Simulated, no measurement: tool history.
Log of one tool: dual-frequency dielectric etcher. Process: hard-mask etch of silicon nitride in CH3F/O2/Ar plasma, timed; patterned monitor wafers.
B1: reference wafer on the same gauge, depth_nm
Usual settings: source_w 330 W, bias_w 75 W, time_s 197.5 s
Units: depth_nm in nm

run 1 hour=0 | source_w=330 bias_w=69 time_s=197.5 | B1=149.6 | depth_nm=128
run 2 hour=40.9 | source_w=330 bias_w=75 time_s=197.5 | B1=150.1 | depth_nm=132.7
run 3 hour=41.2 | source_w=330 bias_w=75 time_s=197.5 | B1=149.7 | depth_nm=135.8
run 4 hour=41.6 | source_w=310 bias_w=75 time_s=197.5 | B1=150.1 | depth_nm=130.3
run 5 hour=53.4 | source_w=330 bias_w=75 time_s=197.5 | B1=150.1 | depth_nm=134.8
run 6 hour=71.2 | source_w=330 bias_w=75 time_s=197.5 | B1=150.1 | depth_nm=133.6
run 7 hour=88.7 | source_w=330 bias_w=75 time_s=197.5 | B1=150 | depth_nm=134.7
run 8 hour=101.6 | source_w=330 bias_w=75 time_s=197.5 | B1=149.7 | depth_nm=134.4
run 9 hour=112.9 | source_w=280 bias_w=88 time_s=171.5 | B1=150.3 | depth_nm=110.8
run 10 hour=120 | source_w=350 bias_w=65 time_s=160.5 | B1=150.2 | depth_nm=110
run 11 hour=130.3 | source_w=260 bias_w=75 time_s=176.5 | B1=149.8 | depth_nm=107.1
run 12 hour=148.7 | source_w=330 bias_w=75 time_s=197.5 | B1=150 | depth_nm=136
run 13 hour=160.7 | source_w=360 bias_w=84 time_s=142 | B1=149.6 | depth_nm=104.7
run 14 hour=174.7 | source_w=330 bias_w=59 time_s=197.5 | B1=149.7 | depth_nm=131.5
run 15 hour=188.1 | source_w=260 bias_w=75 time_s=176.5 | B1=150 | depth_nm=107.8
run 16 hour=197.6 | source_w=330 bias_w=58 time_s=244 | B1=150.3 | depth_nm=159.2
run 17 hour=205.2 | source_w=300 bias_w=75 time_s=197.5 | B1=149.9 | depth_nm=129.7
run 18 hour=255.7 | source_w=330 bias_w=86 time_s=149.5 | B1=150.1 | depth_nm=102.8
run 19 hour=263.2 | source_w=330 bias_w=86 time_s=149.5 | B1=149.7 | depth_nm=102.5
run 20 hour=277.6 | source_w=330 bias_w=75 time_s=197.5 | B1=149.8 | depth_nm=131.1
run 21 hour=292.4 | source_w=330 bias_w=83 time_s=197.5 | B1=149.9 | depth_nm=134.7
run 22 hour=308.3 | source_w=330 bias_w=75 time_s=197.5 | B1=149.6 | depth_nm=132.7
run 23 hour=318.8 | source_w=380 bias_w=60 time_s=159.5 | B1=150 | depth_nm=109.8
run 24 hour=335.5 | source_w=290 bias_w=75 time_s=240 | B1=149.5 | depth_nm=150.2
run 25 hour=345.6 | source_w=330 bias_w=75 time_s=197.5 | B1=149.8 | depth_nm=133.2
run 26 hour=358 | source_w=360 bias_w=80 time_s=161 | B1=150.4 | depth_nm=114.4
run 27 hour=368.7 | source_w=330 bias_w=75 time_s=146 | B1=150.3 | depth_nm=98.7
run 28 hour=376 | source_w=260 bias_w=68 time_s=144.5 | B1=149.9 | depth_nm=84.2
run 29 hour=383.3 | source_w=330 bias_w=87 time_s=169 | B1=149.8 | depth_nm=118.2
run 30 hour=395.4 | source_w=330 bias_w=75 time_s=197.5 | B1=150.1 | depth_nm=132.1

Taken out of this log: 5 entries between the listed runs. Where each belongs, and how the hidden state differs across it:
Between runs 1 and 2: upper electrode replaced, of another model than before (hour 40.4)
  etch rate over this chamber's usual, %: 1.92 -> 2.42
  measured less the result without the state, depth_nm: +2.4 -> +3.1 nm
Between runs 7 and 8: source power generator calibrated (hour 101.1)
  etch rate over this chamber's usual, %: 2.99 -> 3.15
  measured less the result without the state, depth_nm: +3.9 -> +4.1 nm
Between runs 11 and 12: bias power generator calibrated (hour 148.2)
  etch rate over this chamber's usual, %: 3.5 -> 3.72
  measured less the result without the state, depth_nm: +3.7 -> +4.9 nm
Between runs 14 and 15: gauge calibrated (hour 176.2)
  etch rate over this chamber's usual, %: 4.03 -> 4.2
  measured less the result without the state, depth_nm: +5.1 -> +4.4 nm
Between runs 17 and 18: wet clean of the chamber (hour 255.2)
  etch rate over this chamber's usual, %: 4.4 -> 0.209
  measured less the result without the state, depth_nm: +5.5 -> +0.2 nm

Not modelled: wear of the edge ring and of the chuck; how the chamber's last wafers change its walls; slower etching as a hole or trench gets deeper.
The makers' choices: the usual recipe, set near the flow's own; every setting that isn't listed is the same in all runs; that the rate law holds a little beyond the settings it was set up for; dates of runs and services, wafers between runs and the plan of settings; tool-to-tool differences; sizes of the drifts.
